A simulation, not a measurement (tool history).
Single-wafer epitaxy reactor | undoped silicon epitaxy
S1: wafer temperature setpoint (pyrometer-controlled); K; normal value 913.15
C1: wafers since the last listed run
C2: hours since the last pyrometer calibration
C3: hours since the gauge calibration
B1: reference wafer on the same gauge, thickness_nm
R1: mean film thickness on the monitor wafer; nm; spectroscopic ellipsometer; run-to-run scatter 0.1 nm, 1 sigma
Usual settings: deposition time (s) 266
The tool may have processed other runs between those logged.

run 1 hour=0 | S1=913.15 deposition_time_(s)=266 | C1=0 C2=505.3 C3=659.2 | B1=31.324 | R1=36.768
run 2 hour=39.5 | S1=913.15 deposition_time_(s)=266 | C1=184 C2=544.8 C3=698.7 | B1=31.318 | R1=36.461
run 3 hour=193.1 | S1=913.15 deposition_time_(s)=266 | C1=719 C2=698.4 C3=852.3 | B1=31.258 | R1=36.714
run 4 hour=242.9 | S1=913.15 deposition_time_(s)=266 | C1=233 C2=748.2 C3=902.1 | B1=31.268 | R1=36.329
run 5 hour=293.8 | S1=913.15 deposition_time_(s)=266 | C1=238 C2=799.1 C3=953 | B1=31.22 | R1=36.362
run 6 hour=362.6 | S1=913.15 deposition_time_(s)=266 | C1=322 C2=867.9 C3=1021.8 | B1=31.191 | R1=36.513
run 7 hour=422.6 | S1=913.15 deposition_time_(s)=254 | C1=280 C2=927.9 C3=1081.8 | B1=31.173 | R1=34.691
run 8 hour=463.8 | S1=913.15 deposition_time_(s)=254 | C1=192 C2=969.1 C3=1123 | B1=31.157 | R1=34.723
run 9 hour=527.5 | S1=913.15 deposition_time_(s)=266 | C1=298 C2=1032.8 C3=1186.7 | B1=31.124 | R1=36.334
run 10 hour=554.2 | S1=913.15 deposition_time_(s)=266 | C1=125 C2=1059.5 C3=1213.4 | B1=31.119 | R1=36.327
run 11 hour=625.1 | S1=913.15 deposition_time_(s)=266 | C1=332 C2=1130.4 C3=1284.3 | B1=31.079 | R1=36.257
run 12 hour=690.3 | S1=913.15 deposition_time_(s)=266 | C1=305 C2=1195.6 C3=1349.5 | B1=31.035 | R1=36.033
run 13 hour=759.6 | S1=913.15 deposition_time_(s)=266 | C1=324 C2=1264.9 C3=1418.8 | B1=30.978 | R1=36.085
run 14 hour=812.9 | S1=913.15 deposition_time_(s)=266 | C1=249 C2=1318.2 C3=1472.1 | B1=30.963 | R1=36.027
run 15 hour=850.2 | S1=923.15 deposition_time_(s)=266 | C1=174 C2=1355.5 C3=1509.4 | B1=30.923 | R1=46.176
run 16 hour=900.8 | S1=923.15 deposition_time_(s)=266 | C1=236 C2=1406.1 C3=1560 | B1=30.917 | R1=46.442
run 17 hour=940.1 | S1=913.15 deposition_time_(s)=266 | C1=184 C2=1445.4 C3=1599.3 | B1=30.882 | R1=36.129
run 18 hour=1006.3 | S1=913.15 deposition_time_(s)=282 | C1=310 C2=1511.6 C3=1665.5 | B1=30.821 | R1=38.022
run 19 hour=1066.5 | S1=927.15 deposition_time_(s)=282 | C1=281 C2=1571.8 C3=1725.7 | B1=30.8 | R1=53.605
-- hour=1202.2 pyrometer calibrated
run 20 hour=1222.2 | S1=917.15 deposition_time_(s)=228 | C1=691 C2=20 C3=1881.4 | B1=30.676 | R1=33.871
run 21 hour=1258.7 | S1=907.15 deposition_time_(s)=299 | C1=170 C2=56.5 C3=1917.9 | B1=30.633 | R1=34.511
run 22 hour=1303.8 | S1=913.15 deposition_time_(s)=294 | C1=211 C2=101.6 C3=1963 | B1=30.589 | R1=39.454
run 23 hour=1354.3 | S1=905.15 deposition_time_(s)=244 | C1=236 C2=152.1 C3=2013.5 | B1=30.555 | R1=26.643
run 24 hour=1411.5 | S1=913.15 deposition_time_(s)=254 | C1=267 C2=209.3 C3=2070.7 | B1=30.516 | R1=34.026

Forecast run 25:
-- hour=1443.1 gauge calibrated
run 25 hour=1463.9 | S1=913.15 deposition_time_(s)=266 | C1=245 C2=261.7 C3=20.8 | B1=? | R1=?

B1: 31.403
R1: 36.664 nm
The same run, on a tool lacking any hidden state, would have yielded R1 36.66 nm.

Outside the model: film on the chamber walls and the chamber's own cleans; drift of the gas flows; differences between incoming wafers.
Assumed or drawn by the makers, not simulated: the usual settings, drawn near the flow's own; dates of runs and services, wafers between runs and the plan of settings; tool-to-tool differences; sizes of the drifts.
